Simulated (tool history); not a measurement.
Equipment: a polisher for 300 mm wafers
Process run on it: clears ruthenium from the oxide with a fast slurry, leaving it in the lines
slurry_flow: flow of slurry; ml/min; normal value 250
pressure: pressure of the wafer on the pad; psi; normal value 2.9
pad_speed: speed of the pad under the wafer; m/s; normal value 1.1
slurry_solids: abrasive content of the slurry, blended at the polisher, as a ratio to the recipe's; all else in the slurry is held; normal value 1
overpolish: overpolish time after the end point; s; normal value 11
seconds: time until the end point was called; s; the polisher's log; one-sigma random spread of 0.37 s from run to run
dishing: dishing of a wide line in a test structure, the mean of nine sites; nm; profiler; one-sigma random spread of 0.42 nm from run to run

run,hour,slurry_flow,pressure,pad_speed,slurry_solids,overpolish,wafers since the last listed run,wafers polished on this pad,hours since the slurry nozzle was cleaned,hours since the head pressure was calibrated,hours since the slurry blender was calibrated,"incoming thickness of the incoming film, nm",seconds,dishing
1,0,250,2.9,1.34,1,11,0,151,694.3,1035.9,387.3,157.8,31,37
2,13.7,250,2.9,1.34,1,11,154,305,708,1049.6,401,158.3,30.2,37.1
3,22.9,250,2.9,1.22,1,11,103,409,717.2,1058.8,410.2,162.1,34.2,34.1
# hour 35: slurry blender recalibrated
4,39.2,250,2.9,1.22,1,11,160,570,733.5,1075.1,4.2,160.5,34.3,34.3
5,52.4,250,3.6,1.1,1.25,15,148,718,746.7,1088.3,17.4,160.1,26.8,51.5
6,78,250,2.9,1.1,1,18,288,1006,772.3,1113.9,43,160.7,37.9,45.5
# hour 83.6: head pressure recalibrated
7,89.7,250,2.9,1.1,1,11,109,1116,784,6.1,54.7,160.7,33.9,35
8,97.8,250,2.9,1.1,1,11,91,1207,792.1,14.2,62.8,159.7,33.9,34.2
9,106.1,195,2.9,1.1,0.75,11,93,1300,800.4,22.5,71.1,159.3,43.7,28
# hour 114.7: slurry nozzle cleaned
10,118.8,275,2.9,1.1,1,11,131,1432,4.1,35.2,83.8,161.5,33.6,35
# hour 127.4: worn pad replaced by a new one
11,128.7,250,2.9,1.1,1,11,66,14,14,45.1,93.7,163.3,34.7,34.7
12,137.3,250,2.9,1.1,1.3,11,96,111,22.6,53.7,102.3,158.8,29.3,38.5
13,154.1,250,3.8,0.88,1,7,189,300,39.4,70.5,119.1,162.6,32.2,24.8
14,163,225,2.9,1.36,1.15,17,100,400,48.3,79.4,128,159.5,26.2,56.1
15,178.6,195,3.9,1.1,1,11,175,576,63.9,95,143.6,161.5,26.3,41.7
16,190.1,250,2.1,1.1,1,11,129,705,75.4,106.5,155.1,157.7,45.9,25.9
17,205.6,250,2.9,1.1,1,11,174,880,90.9,122,170.6,160.7,33.5,34.4
18,219.6,225,2.9,1.1,1,11,157,1037,104.9,136,184.6,162.1,35.2,34.3
# hour 239.1: worn pad replaced by a new one
19,239.6,250,2.9,1.1,1,11,180,5,124.9,156,204.6,157.5,33.5,33.8
20,253.6,295,2.6,0.9,0.7,11,157,162,138.9,170,218.6,158.6,60.5,21.6
21,262.3,175,3.3,1.1,1,8,97,260,147.6,178.7,227.3,157.2,31.7,27.9
22,272.1,250,2.9,1.44,1,11,110,371,157.4,188.5,237.1,158.3,26.5,42.1
23,292.3,315,2.9,1.1,1,15,227,598,177.6,208.7,257.3,161.8,34,43.4
24,299.4,250,2.6,1.1,1,8,79,678,184.7,215.8,264.4,158.4,38.4,24

Run 25 is up next; what results do you expect?
25,349.4,250,3.8,1.1,1,11,562,1241,234.7,265.8,314.4,157,?,?

Logged for run 25: seconds 26.1 s, dishing 41.5 nm.
With no hidden state in the tool, this same run would have given seconds 25.9 s, dishing 41.8 nm.
